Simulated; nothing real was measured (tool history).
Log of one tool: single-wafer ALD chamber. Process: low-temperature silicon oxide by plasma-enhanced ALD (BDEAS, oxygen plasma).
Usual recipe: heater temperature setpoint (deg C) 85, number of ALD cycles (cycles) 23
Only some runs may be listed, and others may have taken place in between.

run    hour  heater temperature setpoint (deg C)  number of ALD cycles (cycles)  wafers since the last listed run  hours since the last thermocouple change  hours since the gauge calibration  read-back reference wafer on the same gauge, thickness_nm  mean film thickness on the monitor wafer (Å)
  1       0                                   85                             23                                 0                                    1712.6                             1934.1                                                      3.201                                         32.58
  2    31.3                                   92                             22                               443                                    1743.9                             1965.4                                                      3.197                                         30.43
  3   180.4                                   92                             22                              2111                                      1893                             2114.5                                                      3.198                                         30.57
      231.5  -- thermocouple changed; heater temperature recalibrated
  4   246.5                                   85                             23                               822                                        15                             2180.6                                                        3.2                                         31.94
  5   283.2                                   85                             23                               519                                      51.7                             2217.3                                                      3.198                                         31.91
  6   353.3                                   85                             23                               992                                     121.8                             2287.4                                                      3.202                                         32.12
  7   421.3                                   85                             23                               962                                     189.8                             2355.4                                                      3.199                                         32.02
  8   553.2                                   85                             21                              1867                                     321.7                             2487.3                                                      3.201                                         29.24
  9   605.4                                   85                             21                               739                                     373.9                             2539.5                                                      3.202                                          29.1
 10   651.4                                   85                             21                               651                                     419.9                             2585.5                                                      3.197                                         29.34
 11   708.9                                   85                             23                               814                                     477.4                               2643                                                      3.196                                         32.08
 12   746.1                                   85                             23                               526                                     514.6                             2680.2                                                      3.194                                         32.08
 13   917.6                                   85                             23                              2428                                     686.1                             2851.7                                                      3.198                                          32.2
 14   949.4                                   85                             23                               450                                     717.9                             2883.5                                                      3.201                                         32.15
 15  1002.8                                   85                             23                               756                                     771.3                             2936.9                                                      3.203                                         32.25
 16  1068.2                                   85                             23                               926                                     836.7                             3002.3                                                      3.199                                         32.29
 17    1139                                   85                             23                              1002                                     907.5                             3073.1                                                      3.194                                         32.12
 18  1184.5                                   85                             23                               644                                       953                             3118.6                                                      3.199                                         32.24
     1232.3  -- gauge calibrated
 19  1245.7                                   85                             20                               866                                    1014.2                               13.4                                                      3.201                                         28.12
 20  1296.9                                   85                             20                               724                                    1065.4                               64.6                                                      3.197                                         28.07
 21  1364.9                                   85                             20                               962                                    1133.4                              132.6                                                      3.198                                         28.09
 22  1414.9                                   96                             27                               707                                    1183.4                              182.6                                                      3.197                                          36.5
 23  1460.3                                   93                             20                               642                                    1228.8                                228                                                      3.204                                         27.48
 24  1525.5                                   71                             20                               923                                      1294                              293.2                                                      3.197                                         29.26
 25  1592.8                                   97                             23                               952                                    1361.3                              360.5                                                      3.199                                         31.13
 26  1651.8                                   74                             22                               835                                    1420.3                              419.5                                                      3.199                                         32.07
 27  1717.9                                   85                             23                               935                                    1486.4                              485.6                                                        3.2                                         32.43
 28  1745.7                                   73                             27                               393                                    1514.2                              513.4                                                      3.199                                         39.39
 29  1779.9                                   85                             23                               484                                    1548.4                              547.6                                                      3.198                                          32.3
 30  1841.8                                   73                             22                               876                                    1610.3                              609.5                                                      3.197                                          32.1
 31    1893                                   73                             25                               724                                    1661.5                              660.7                                                        3.2                                         36.44
 32  1958.2                                   85                             19                               923                                    1726.7                              725.9                                                      3.201                                         26.86
     1967.9  -- thermocouple changed; heater temperature recalibrated
 33  2025.8                                   85                             23                               843                                      57.9                              793.5                                                      3.203                                         32.03
 34    2050                                   72                             26                               342                                      82.1                              817.7                                                      3.199                                         37.55
 35    2103                                   85                             25                               750                                     135.1                              870.7                                                      3.203                                         34.67
 36  2163.6                                   85                             22                               858                                     195.7                              931.3                                                      3.203                                         30.53
 37  2220.6                                   85                             23                               807                                     252.7                              988.3                                                      3.197                                         31.99
 38  2270.8                                   96                             20                               710                                     302.9                             1038.5                                                      3.201                                         27.01
 39  2338.3                                   77                             21                               955                                     370.4                               1106                                                        3.2                                            30
 40  2396.3                                   74                             28                               821                                     428.4                               1164                                                      3.205                                         40.25
 41  2423.8                                   85                             23                               389                                     455.9                             1191.5                                                      3.199                                         32.17
 42  2552.9                                   85                             23                              1827                                       585                             1320.6                                                        3.2                                         32.18
 43  2583.3                                   73                             24                               430                                     615.4                               1351                                                      3.201                                         34.69

Hidden state or all else? Some run-to-run changes of mean film thickness on the monitor wafer (Å), split into what the settings, what came in and random variation would give without the hidden state, and what is left for the hidden state (with any gauge scatter that isn't in both results):
The tool's hidden condition here consists of: wafer temperature above the value expected at the setpoint (K); gauge reads high (%).
Run 3 -> 4: heater temperature setpoint (deg C) 92 -> 85, number of ALD cycles (cycles) 22 -> 23, thermocouple changed; heater temperature recalibrated. mean film thickness on the monitor wafer (Å) +1.37: hidden state -0.62, all else +1.99.
Run 21 -> 22: heater temperature setpoint (deg C) 85 -> 96, number of ALD cycles (cycles) 20 -> 27. mean film thickness on the monitor wafer (Å) +8.41: hidden state +0.1, all else +8.31.
Run 22 -> 23: heater temperature setpoint (deg C) 96 -> 93, number of ALD cycles (cycles) 27 -> 20. mean film thickness on the monitor wafer (Å) -9.02: hidden state -0.07, all else -8.95.
Run 31 -> 32: heater temperature setpoint (deg C) 73 -> 85, number of ALD cycles (cycles) 25 -> 19. mean film thickness on the monitor wafer (Å) -9.58: hidden state -0.1, all else -9.48.
Run 32 -> 33: number of ALD cycles (cycles) 19 -> 23, thermocouple changed; heater temperature recalibrated. mean film thickness on the monitor wafer (Å) +5.17: hidden state -0.47, all else +5.64.
Run 39 -> 40: heater temperature setpoint (deg C) 77 -> 74, number of ALD cycles (cycles) 21 -> 28. mean film thickness on the monitor wafer (Å) +10.25: hidden state +0.04, all else +10.21.

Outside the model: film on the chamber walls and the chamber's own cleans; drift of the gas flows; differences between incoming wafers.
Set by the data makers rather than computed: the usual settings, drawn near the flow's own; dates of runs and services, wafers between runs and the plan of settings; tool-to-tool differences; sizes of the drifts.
